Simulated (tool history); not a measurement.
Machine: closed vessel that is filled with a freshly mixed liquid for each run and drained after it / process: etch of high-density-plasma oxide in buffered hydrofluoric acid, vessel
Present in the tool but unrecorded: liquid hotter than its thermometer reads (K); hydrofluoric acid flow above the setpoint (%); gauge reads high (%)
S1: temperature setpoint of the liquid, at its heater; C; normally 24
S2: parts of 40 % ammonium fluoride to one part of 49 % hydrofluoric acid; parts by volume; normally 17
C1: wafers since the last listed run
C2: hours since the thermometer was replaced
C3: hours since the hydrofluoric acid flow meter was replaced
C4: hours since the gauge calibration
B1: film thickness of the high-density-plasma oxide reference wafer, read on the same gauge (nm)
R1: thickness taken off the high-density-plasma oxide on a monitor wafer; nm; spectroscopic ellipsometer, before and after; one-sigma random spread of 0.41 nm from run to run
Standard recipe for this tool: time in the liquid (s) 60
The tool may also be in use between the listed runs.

run 1 day=0 | S1=24 S2=14 time_in_the_liquid_(s)=60 | C1=0 C2=538.3 C3=1564.5 C4=1399.4 | B1=149.96 | R1=79.21
run 2 day=2.117 | S1=24 S2=14 time_in_the_liquid_(s)=60 | C1=6200 C2=589.1 C3=1615.3 C4=1450.2 | B1=150.03 | R1=78.65
run 3 day=3.3 | S1=24 S2=14 time_in_the_liquid_(s)=60 | C1=3466 C2=617.5 C3=1643.7 C4=1478.6 | B1=150 | R1=80.52
run 4 day=6.229 | S1=24 S2=17 time_in_the_liquid_(s)=50 | C1=8580 C2=687.8 C3=1714 C4=1548.9 | B1=150.01 | R1=54.97
-- day=7.35 gauge calibrated
run 5 day=8.946 | S1=24 S2=17 time_in_the_liquid_(s)=50 | C1=7957 C2=753 C3=1779.2 C4=38.3 | B1=150.01 | R1=55.15
run 6 day=10.571 | S1=24 S2=17 time_in_the_liquid_(s)=50 | C1=4760 C2=792 C3=1818.2 C4=77.3 | B1=149.97 | R1=55.91
run 7 day=11.912 | S1=24 S2=17 time_in_the_liquid_(s)=60 | C1=3930 C2=824.2 C3=1850.4 C4=109.5 | B1=149.96 | R1=67.43
run 8 day=13.25 | S1=24 S2=17 time_in_the_liquid_(s)=60 | C1=3917 C2=856.3 C3=1882.5 C4=141.6 | B1=149.98 | R1=68.17
run 9 day=14.654 | S1=24 S2=17 time_in_the_liquid_(s)=60 | C1=4113 C2=890 C3=1916.2 C4=175.3 | B1=150.01 | R1=67.4
run 10 day=17.258 | S1=24 S2=17 time_in_the_liquid_(s)=60 | C1=7628 C2=952.5 C3=1978.7 C4=237.8 | B1=149.97 | R1=68.51
-- day=20.521 hydrofluoric acid flow meter replaced
-- day=21.092 thermometer replaced
run 11 day=23.179 | S1=24 S2=17 time_in_the_liquid_(s)=60 | C1=17099 C2=50.1 C3=63.8 C4=379.9 | B1=149.99 | R1=59.75
run 12 day=24.896 | S1=27 S2=21.5 time_in_the_liquid_(s)=60 | C1=5028 C2=91.3 C3=105 C4=421.1 | B1=150 | R1=58.01
run 13 day=27.325 | S1=28.5 S2=23 time_in_the_liquid_(s)=75 | C1=7115 C2=149.6 C3=163.3 C4=479.4 | B1=149.99 | R1=75.43
run 14 day=28.633 | S1=27.5 S2=20 time_in_the_liquid_(s)=85 | C1=3832 C2=181 C3=194.7 C4=510.8 | B1=150 | R1=89.25
run 15 day=31.325 | S1=19 S2=17 time_in_the_liquid_(s)=30 | C1=7884 C2=245.6 C3=259.3 C4=575.4 | B1=149.97 | R1=23.34
run 16 day=32.492 | S1=22 S2=12.5 time_in_the_liquid_(s)=45 | C1=3417 C2=273.6 C3=287.3 C4=603.4 | B1=150 | R1=56.37
run 17 day=35.325 | S1=22 S2=14 time_in_the_liquid_(s)=60 | C1=8299 C2=341.6 C3=355.3 C4=671.4 | B1=150.03 | R1=67.62
run 18 day=36.875 | S1=24 S2=19.5 time_in_the_liquid_(s)=70 | C1=4540 C2=378.8 C3=392.5 C4=708.6 | B1=149.96 | R1=63.58
run 19 day=38.092 | S1=28.5 S2=11.5 time_in_the_liquid_(s)=35 | C1=3563 C2=408 C3=421.7 C4=737.8 | B1=149.96 | R1=67.09
run 20 day=40.404 | S1=24 S2=17 time_in_the_liquid_(s)=60 | C1=6773 C2=463.5 C3=477.2 C4=793.3 | B1=150.03 | R1=62.95
run 21 day=41.946 | S1=22 S2=12.5 time_in_the_liquid_(s)=90 | C1=4515 C2=500.5 C3=514.2 C4=830.3 | B1=150.01 | R1=114.53
run 22 day=44.679 | S1=28.5 S2=11.5 time_in_the_liquid_(s)=35 | C1=8006 C2=566.1 C3=579.8 C4=895.9 | B1=150.02 | R1=69.27
run 23 day=52.758 | S1=28.5 S2=23 time_in_the_liquid_(s)=75 | C1=23666 C2=760 C3=773.7 C4=1089.8 | B1=149.95 | R1=80.04
run 24 day=55.642 | S1=24 S2=23 time_in_the_liquid_(s)=60 | C1=8446 C2=829.2 C3=842.9 C4=1159 | B1=150.03 | R1=49.55
run 25 day=57.146 | S1=24 S2=17 time_in_the_liquid_(s)=60 | C1=4406 C2=865.3 C3=879 C4=1195.1 | B1=150.05 | R1=65.88
run 26 day=58.283 | S1=26.5 S2=17 time_in_the_liquid_(s)=60 | C1=3332 C2=892.6 C3=906.3 C4=1222.4 | B1=149.97 | R1=75
run 27 day=59.871 | S1=24 S2=17 time_in_the_liquid_(s)=60 | C1=4650 C2=930.7 C3=944.4 C4=1260.5 | B1=149.98 | R1=66.39
-- day=61.329 thermometer replaced
run 28 day=62.079 | S1=25.5 S2=19.5 time_in_the_liquid_(s)=50 | C1=6346 C2=18 C3=997.4 C4=1313.5 | B1=150.04 | R1=49.77
run 29 day=64.921 | S1=24 S2=22.5 time_in_the_liquid_(s)=60 | C1=8324 C2=86.2 C3=1065.6 C4=1381.7 | B1=149.97 | R1=49.13
run 30 day=67.404 | S1=24 S2=17 time_in_the_liquid_(s)=60 | C1=7274 C2=145.8 C3=1125.2 C4=1441.3 | B1=149.97 | R1=63.97

Below, each run's measurement less what the same run would have read without the hidden state. Both values contain the same run-to-run variation, but the gauge's scatter may not be the same in both:
run=1 R1=+6.5
run=2 R1=+6.82
run=3 R1=+7.15
run=4 R1=+5.25
run=5 R1=+5.56
run=6 R1=+5.84
run=7 R1=+7.23
run=8 R1=+7.48
run=9 R1=+7.61
run=10 R1=+8.09
run=11 R1=+0.46
run=12 R1=+0.64
run=13 R1=+1.22
run=14 R1=+1.81
run=15 R1=+0.64
run=16 R1=+1.66
run=17 R1=+2.43
run=18 R1=+2.49
run=19 R1=+2.74
run=20 R1=+2.95
run=21 R1=+5.8
run=22 R1=+3.81
run=23 R1=+5.39
run=24 R1=+3.7
run=25 R1=+5.5
run=26 R1=+6.38
run=27 R1=+5.94
run=28 R1=+2.28
run=29 R1=+2.2
run=30 R1=+3.69
